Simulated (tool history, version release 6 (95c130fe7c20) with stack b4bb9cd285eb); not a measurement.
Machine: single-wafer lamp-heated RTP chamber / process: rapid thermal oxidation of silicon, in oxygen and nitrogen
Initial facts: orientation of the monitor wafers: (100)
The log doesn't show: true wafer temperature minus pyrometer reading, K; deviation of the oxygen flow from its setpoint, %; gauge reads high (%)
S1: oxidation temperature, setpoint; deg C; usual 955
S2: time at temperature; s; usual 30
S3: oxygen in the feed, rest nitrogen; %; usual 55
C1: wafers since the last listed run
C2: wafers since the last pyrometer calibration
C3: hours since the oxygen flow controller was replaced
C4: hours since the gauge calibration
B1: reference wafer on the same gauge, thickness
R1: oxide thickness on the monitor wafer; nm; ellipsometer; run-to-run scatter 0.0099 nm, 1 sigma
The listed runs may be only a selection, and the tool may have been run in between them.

run,hour,S1,S2,S3,C1,C2,C3,C4,B1,R1
1,0.0,936,30,55,0,3446,2353.1,303.6,3.130,2.890
2,40.3,936,30,55,371,3818,2393.4,343.9,3.129,2.895
3,85.6,936,30,55,418,4236,2438.7,389.2,3.130,2.905
4,123.9,955,30,55,353,4589,2477.0,427.5,3.130,3.153
5,163.2,955,30,55,362,4952,2516.3,466.8,3.129,3.156
6,207.3,955,30,55,406,5359,2560.4,510.9,3.131,3.159
7,405.5,955,30,55,1829,7188,2758.6,709.1,3.130,3.186
8,457.4,955,30,55,478,7667,2810.5,761.0,3.127,3.190
# hour 504.8: oxygen flow controller replaced
# hour 509.9: gauge calibrated
9,521.5,955,30,55,517,8185,16.7,11.6,3.128,3.193
# hour 530.7: pyrometer window cleaned and pyrometer calibrated
10,551.5,955,30,70,203,191,46.7,41.6,3.129,3.306
11,593.9,955,30,70,391,582,89.1,84.0,3.132,3.289
12,684.6,955,30,70,837,1419,179.8,174.7,3.128,3.296
13,743.7,955,30,55,545,1965,238.9,233.8,3.131,3.130
14,783.7,929,42,39,369,2334,278.9,273.8,3.132,2.896
15,988.4,940,23,39,1889,4223,483.6,478.5,3.130,2.639
16,1014.4,926,38,55,239,4463,509.6,504.5,3.131,2.940
17,1041.4,955,20,55,249,4712,536.6,531.5,3.129,2.830
18,1093.4,955,30,55,479,5192,588.6,583.5,3.130,3.156
19,1130.9,985,19,79,346,5538,626.1,621.0,3.128,3.508
# hour 1181.3: gauge calibrated
20,1183.2,985,19,79,482,6021,678.4,1.9,3.132,3.517
21,1210.3,955,23,63,250,6271,705.5,29.0,3.131,3.028
22,1242.3,955,30,55,295,6566,737.5,61.0,3.132,3.178
23,1288.4,955,21,55,425,6991,783.6,107.1,3.128,2.879
# hour 1325.0: pyrometer window cleaned and pyrometer calibrated
24,1329.9,955,38,55,309,45,825.1,148.6,3.131,3.359
25,1387.2,925,42,46,528,574,882.4,205.9,3.129,2.909
26,1424.1,941,45,28,340,914,919.3,242.8,3.130,2.927

Each row is a separate what-if for the run after 26, all from the same tool condition, not one after another. Results?
A,1424.6,955,30,63,4,919,919.8,243.3,?,?
B,1424.6,955,30,32,4,919,919.8,243.3,?,?
C,1424.6,955,30,65,4,919,919.8,243.3,?,?
D,1424.6,955,23,68,4,919,919.8,243.3,?,?
E,1424.6,945,36,30,4,919,919.8,243.3,?,?

run,B1,R1
A,3.132,3.225
B,3.132,2.851
C,3.132,3.247
D,3.132,3.036
E,3.132,2.846
Without the tool's unlogged condition, the same runs would have read:
run,R1
A,3.217
B,2.846
C,3.239
D,3.029
E,2.841

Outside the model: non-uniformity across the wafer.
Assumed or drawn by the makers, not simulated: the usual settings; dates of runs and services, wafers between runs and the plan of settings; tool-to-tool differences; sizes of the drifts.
